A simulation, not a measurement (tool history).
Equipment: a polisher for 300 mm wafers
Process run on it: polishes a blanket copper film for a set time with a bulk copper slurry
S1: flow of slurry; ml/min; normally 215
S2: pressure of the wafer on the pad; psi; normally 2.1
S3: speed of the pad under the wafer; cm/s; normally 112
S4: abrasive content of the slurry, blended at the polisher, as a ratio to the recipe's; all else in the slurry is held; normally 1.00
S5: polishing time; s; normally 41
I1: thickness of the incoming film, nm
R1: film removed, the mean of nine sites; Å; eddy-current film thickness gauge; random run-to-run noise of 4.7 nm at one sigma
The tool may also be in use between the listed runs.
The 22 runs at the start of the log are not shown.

run,hour,S1,S2,S3,S4,S5,I1,R1
23,284.8,215,2.1,112,1.00,41,2745.2,2718
24,292.5,150,2.7,112,1.00,41,2795.7,3375
25,305.7,215,2.1,112,0.90,41,2785.5,2679
26,319.5,265,2.1,124,1.00,41,2752.7,2996
27,335.9,155,1.4,112,1.00,41,2749.7,1734
28,346.6,215,1.6,138,0.75,41,2756.3,2392
# hour 355.4: worn pad replaced by a new one
29,360.0,215,2.3,112,1.00,41,2797.3,3313
30,369.0,215,2.1,112,1.00,41,2821.3,2977
31,386.1,215,2.1,112,1.00,41,2778.0,2906

3 ways to go on from here, each from the tool as it stands after run 31. What would each give?
A,386.5,215,2.1,112,1.00,41,2796.4,?
B,386.5,215,2.1,112,0.90,49,2796.4,?
C,386.5,215,2.1,98,1.10,41,2796.4,?

run,R1
A,2772
B,3254
C,2514
Stripped of hidden state, with their random variation kept, the same runs would have yielded:
run,R1
A,3023
B,3549
C,2742
